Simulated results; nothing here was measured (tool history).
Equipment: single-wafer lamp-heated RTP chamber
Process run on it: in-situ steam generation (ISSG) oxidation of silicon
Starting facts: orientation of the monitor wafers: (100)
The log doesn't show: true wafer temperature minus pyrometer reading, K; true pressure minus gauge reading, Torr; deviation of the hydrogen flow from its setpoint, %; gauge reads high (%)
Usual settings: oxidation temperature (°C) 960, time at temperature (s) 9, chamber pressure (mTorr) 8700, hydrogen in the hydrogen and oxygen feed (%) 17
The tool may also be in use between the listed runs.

| run | hour | oxidation temperature (°C) | time at temperature (s) | chamber pressure (mTorr) | hydrogen in the hydrogen and oxygen feed (%) | wafers since the last listed run | wafers since the last pyrometer calibration | hours since the pressure gauge was zeroed | hours since the hydrogen flow controller was replaced | hours since the gauge calibration | read-back reference wafer on the same gauge, thickness | oxide thickness on the monitor wafer (Å) |
|---|---|---|---|---|---|---|---|---|---|---|---|---|
| 1 | 0 | 960 | 9 | 8700 | 17 | 0 | 1215 | 1575.6 | 4533.1 | 1489.2 | 2.718 | 33.93 |
| 2 | 62.9 | 960 | 9 | 8700 | 17 | 750 | 1966 | 1638.5 | 4596 | 1552.1 | 2.721 | 33.81 |
|  | 112.3 | gauge calibrated |
| 3 | 140.8 | 960 | 9 | 8700 | 17 | 929 | 2895 | 1716.4 | 4673.9 | 28.5 | 2.721 | 33.93 |
| 4 | 239.5 | 960 | 9 | 8700 | 17 | 1177 | 4073 | 1815.1 | 4772.6 | 127.2 | 2.718 | 33.96 |
| 5 | 320.7 | 960 | 9 | 8700 | 17 | 969 | 5042 | 1896.3 | 4853.8 | 208.4 | 2.719 | 34.11 |
| 6 | 402.7 | 960 | 9 | 8700 | 17 | 978 | 6021 | 1978.3 | 4935.8 | 290.4 | 2.716 | 34.25 |
|  | 418.9 | pyrometer window cleaned and pyrometer calibrated |
| 7 | 479.6 | 960 | 9 | 8700 | 17 | 822 | 724 | 2055.2 | 5012.7 | 367.3 | 2.723 | 33.45 |
| 8 | 519.7 | 960 | 9 | 8700 | 11 | 478 | 1203 | 2095.3 | 5052.8 | 407.4 | 2.721 | 30.29 |
| 9 | 569.1 | 960 | 9 | 8700 | 11 | 589 | 1792 | 2144.7 | 5102.2 | 456.8 | 2.721 | 30.49 |
| 10 | 667.5 | 960 | 7 | 8700 | 17 | 1174 | 2967 | 2243.1 | 5200.6 | 555.2 | 2.722 | 30.76 |
|  | 742.8 | hydrogen flow controller replaced |
| 11 | 774.5 | 960 | 9 | 8700 | 17 | 1181 | 4148 | 2350.1 | 31.7 | 662.2 | 2.722 | 33.82 |
| 12 | 860.6 | 960 | 9 | 8700 | 17 | 1027 | 5176 | 2436.2 | 117.8 | 748.3 | 2.722 | 34.05 |
| 13 | 938.4 | 960 | 9 | 8700 | 17 | 928 | 6104 | 2514 | 195.6 | 826.1 | 2.719 | 34.05 |
| 14 | 1018 | 960 | 9 | 8700 | 17 | 949 | 7054 | 2593.6 | 275.2 | 905.7 | 2.72 | 34.08 |
|  | 1066.1 | pyrometer window cleaned and pyrometer calibrated |
| 15 | 1099.9 | 960 | 9 | 10000 | 12 | 881 | 403 | 2675.5 | 357.1 | 987.6 | 2.721 | 30.44 |
|  | 1122.3 | pressure gauge zeroed |
| 16 | 1168 | 960 | 6 | 9400 | 17 | 717 | 1120 | 45.7 | 425.2 | 1055.7 | 2.72 | 28.69 |
| 17 | 1271.8 | 943 | 9 | 8700 | 17 | 1238 | 2359 | 149.5 | 529 | 1159.5 | 2.724 | 32.58 |
| 18 | 1560 | 966 | 8 | 7900 | 11 | 3439 | 5798 | 437.7 | 817.2 | 1447.7 | 2.721 | 29.8 |
|  | 1612.3 | pyrometer window cleaned and pyrometer calibrated |
| 19 | 1648 | 967 | 12 | 8700 | 17 | 954 | 425 | 525.7 | 905.2 | 1535.7 | 2.723 | 38.22 |
| 20 | 1702.6 | 953 | 9 | 7400 | 17 | 651 | 1077 | 580.3 | 959.8 | 1590.3 | 2.721 | 33.1 |
|  | 1778.4 | gauge calibrated |
| 21 | 1804.9 | 960 | 9 | 8700 | 19 | 1220 | 2297 | 682.6 | 1062.1 | 26.5 | 2.724 | 34.8 |
| 22 | 1846.6 | 960 | 8 | 8700 | 17 | 497 | 2795 | 724.3 | 1103.8 | 68.2 | 2.721 | 32.34 |
| 23 | 1900.4 | 968 | 9 | 8700 | 17 | 642 | 3437 | 778.1 | 1157.6 | 122 | 2.72 | 34.58 |
| 24 | 1943.9 | 951 | 7 | 7900 | 17 | 519 | 3956 | 821.6 | 1201.1 | 165.5 | 2.719 | 30.35 |
| 25 | 2035.6 | 960 | 9 | 8700 | 17 | 1094 | 5050 | 913.3 | 1292.8 | 257.2 | 2.723 | 34.09 |
| 26 | 2080.4 | 960 | 9 | 8100 | 21 | 534 | 5585 | 958.1 | 1337.6 | 302 | 2.721 | 36.06 |
| 27 | 2180.6 | 960 | 9 | 8300 | 27 | 1195 | 6781 | 1058.3 | 1437.8 | 402.2 | 2.72 | 38.34 |
|  | 2230.1 | pyrometer window cleaned and pyrometer calibrated |
| 28 | 2277 | 960 | 12 | 8700 | 13 | 1054 | 559 | 1154.7 | 1534.2 | 498.6 | 2.718 | 35.19 |
| 29 | 2323.4 | 960 | 9 | 10000 | 12 | 553 | 1113 | 1201.1 | 1580.6 | 545 | 2.721 | 30.83 |
| 30 | 2420 | 960 | 9 | 7500 | 17 | 1152 | 2266 | 1297.7 | 1677.2 | 641.6 | 2.722 | 34.05 |
| 31 | 2508.8 | 960 | 9 | 8700 | 17 | 1059 | 3325 | 1386.5 | 1766 | 730.4 | 2.722 | 34.09 |

What if the next run were any one of these 4? Each begins from the tool's condition after run 31:
| A | 2509.3 | 960 | 9 | 8700 | 17 | 5 | 3331 | 1387 | 1766.5 | 730.9 | ? | ? |
| B | 2509.3 | 960 | 12 | 8700 | 17 | 5 | 3331 | 1387 | 1766.5 | 730.9 | ? | ? |
| C | 2509.3 | 960 | 9 | 7300 | 20 | 5 | 3331 | 1387 | 1766.5 | 730.9 | ? | ? |
| D | 2509.3 | 960 | 9 | 8700 | 25 | 5 | 3331 | 1387 | 1766.5 | 730.9 | ? | ? |

| run | read-back reference wafer on the same gauge, thickness | oxide thickness on the monitor wafer (Å) |
|---|---|---|
| A | 2.719 | 33.76 |
| B | 2.719 | 37.8 |
| C | 2.719 | 35.22 |
| D | 2.719 | 37.22 |
What these runs would have given with no unlogged condition in the tool:
| run | oxide thickness on the monitor wafer (Å) |
|---|---|
| A | 32.97 |
| B | 36.78 |
| C | 34.39 |
| D | 36.34 |

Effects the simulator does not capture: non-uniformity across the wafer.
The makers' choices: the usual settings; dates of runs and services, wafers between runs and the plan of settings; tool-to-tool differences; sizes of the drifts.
